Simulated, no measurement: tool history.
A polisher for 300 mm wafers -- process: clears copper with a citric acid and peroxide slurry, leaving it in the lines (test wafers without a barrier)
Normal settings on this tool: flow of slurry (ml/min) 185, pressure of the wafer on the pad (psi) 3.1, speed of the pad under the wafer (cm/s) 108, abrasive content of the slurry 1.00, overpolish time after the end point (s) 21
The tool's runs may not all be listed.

| run | hour | flow of slurry (ml/min) | pressure of the wafer on the pad (psi) | speed of the pad under the wafer (cm/s) | abrasive content of the slurry | overpolish time after the end point (s) | incoming thickness of the incoming film, nm | time until the end point was called (s) | dishing of a wide line in a test structure (nm) |
|---|---|---|---|---|---|---|---|---|---|
| 1 | 0.0 | 185 | 3.1 | 108 | 1.00 | 26 | 257.7 | 96.6 | 43.5 |
|  | 4.9 | worn pad replaced by a new one |
|  | 48.8 | slurry nozzle cleaned |
| 2 | 57.2 | 185 | 3.1 | 108 | 1.00 | 21 | 259.2 | 102.0 | 34.8 |
|  | 96.4 | slurry blender recalibrated |
| 3 | 179.4 | 210 | 3.1 | 108 | 1.00 | 21 | 258.0 | 96.9 | 34.4 |
|  | 213.2 | head pressure recalibrated |
| 4 | 251.5 | 210 | 3.1 | 108 | 1.00 | 21 | 255.2 | 100.5 | 34.9 |
| 5 | 330.3 | 210 | 3.1 | 108 | 1.00 | 21 | 256.1 | 104.5 | 34.7 |
| 6 | 399.1 | 185 | 3.1 | 108 | 1.00 | 21 | 252.9 | 100.6 | 34.0 |
| 7 | 435.3 | 185 | 3.1 | 108 | 1.00 | 21 | 252.2 | 102.4 | 33.7 |
|  | 452.9 | worn pad replaced by a new one, repeated, since the last time left the tool worse |
| 8 | 535.5 | 185 | 3.9 | 108 | 1.00 | 21 | 258.5 | 80.1 | 42.9 |
|  | 580.8 | slurry blender recalibrated |
| 9 | 581.3 | 185 | 3.9 | 108 | 1.00 | 21 | 255.5 | 79.6 | 44.2 |
|  | 599.1 | slurry nozzle cleaned |
| 10 | 683.7 | 185 | 3.9 | 108 | 1.00 | 21 | 256.1 | 82.1 | 43.0 |
|  | 704.0 | head pressure recalibrated |
| 11 | 737.1 | 185 | 3.1 | 108 | 1.00 | 21 | 251.4 | 93.9 | 36.5 |
| 12 | 833.6 | 165 | 3.1 | 108 | 0.80 | 21 | 250.3 | 95.9 | 36.3 |
|  | 944.7 | worn pad replaced by a new one |
| 13 | 993.2 | 185 | 3.1 | 108 | 1.00 | 34 | 251.5 | 85.1 | 56.6 |
| 14 | 1088.8 | 185 | 4.0 | 108 | 1.10 | 26 | 256.1 | 76.2 | 53.1 |
|  | 1092.7 | slurry blender recalibrated |
| 15 | 1175.0 | 245 | 3.1 | 128 | 1.00 | 18 | 257.0 | 73.3 | 39.5 |
|  | 1190.8 | slurry nozzle cleaned |
|  | 1241.7 | head pressure recalibrated |
| 16 | 1279.4 | 185 | 4.1 | 108 | 0.75 | 21 | 254.7 | 78.8 | 41.8 |
| 17 | 1341.5 | 185 | 3.1 | 108 | 1.00 | 15 | 254.8 | 93.0 | 28.3 |
| 18 | 1430.7 | 185 | 3.1 | 138 | 0.75 | 21 | 254.0 | 75.9 | 43.5 |
| 19 | 1492.8 | 140 | 3.1 | 108 | 1.00 | 28 | 254.6 | 98.5 | 46.8 |
|  | 1502.4 | worn pad replaced by a new one |
| 20 | 1536.3 | 210 | 3.1 | 108 | 1.00 | 21 | 257.3 | 88.5 | 39.3 |
| 21 | 1574.3 | 120 | 4.0 | 90 | 0.85 | 21 | 253.6 | 96.1 | 36.9 |
| 22 | 1622.7 | 185 | 3.1 | 108 | 1.00 | 21 | 251.9 | 87.5 | 38.3 |
|  | 1644.9 | slurry blender recalibrated |
|  | 1670.7 | slurry nozzle cleaned |
| 23 | 1678.5 | 250 | 3.1 | 108 | 1.00 | 21 | 251.1 | 88.4 | 38.7 |
| 24 | 1751.2 | 210 | 3.1 | 108 | 1.00 | 21 | 253.9 | 87.3 | 37.8 |
|  | 1759.4 | head pressure recalibrated |
| 25 | 1823.5 | 185 | 3.1 | 120 | 1.15 | 21 | 258.9 | 83.1 | 40.8 |
| 26 | 1904.1 | 185 | 3.1 | 144 | 0.85 | 21 | 257.7 | 71.6 | 45.4 |
| 27 | 1998.1 | 185 | 3.1 | 108 | 1.00 | 21 | 254.2 | 95.5 | 36.7 |
|  | 2017.0 | worn pad replaced by a new one |
| 28 | 2054.4 | 185 | 3.1 | 108 | 1.00 | 13 | 257.3 | 89.8 | 25.5 |
| 29 | 2141.6 | 185 | 3.9 | 132 | 1.15 | 21 | 255.3 | 63.7 | 52.1 |

What if the next run were any one of these 3? Each begins from the tool's condition after run 29:
| A | 2142.1 | 215 | 3.1 | 108 | 1.00 | 21 | 250.5 | ? | ? |
| B | 2142.1 | 140 | 3.1 | 136 | 1.15 | 30 | 250.5 | ? | ? |
| C | 2142.1 | 130 | 2.1 | 108 | 1.00 | 21 | 250.5 | ? | ? |

| run | time until the end point was called (s) | dishing of a wide line in a test structure (nm) |
|---|---|---|
| A | 88.3 | 39.2 |
| B | 71.9 | 61.0 |
| C | 114.2 | 31.1 |
The same runs, with their run-to-run variation unchanged, on a tool lacking any hidden condition would have given:
| run | time until the end point was called (s) | dishing of a wide line in a test structure (nm) |
|---|---|---|
| A | 86.3 | 40.0 |
| B | 70.2 | 62.1 |
| C | 111.6 | 31.8 |

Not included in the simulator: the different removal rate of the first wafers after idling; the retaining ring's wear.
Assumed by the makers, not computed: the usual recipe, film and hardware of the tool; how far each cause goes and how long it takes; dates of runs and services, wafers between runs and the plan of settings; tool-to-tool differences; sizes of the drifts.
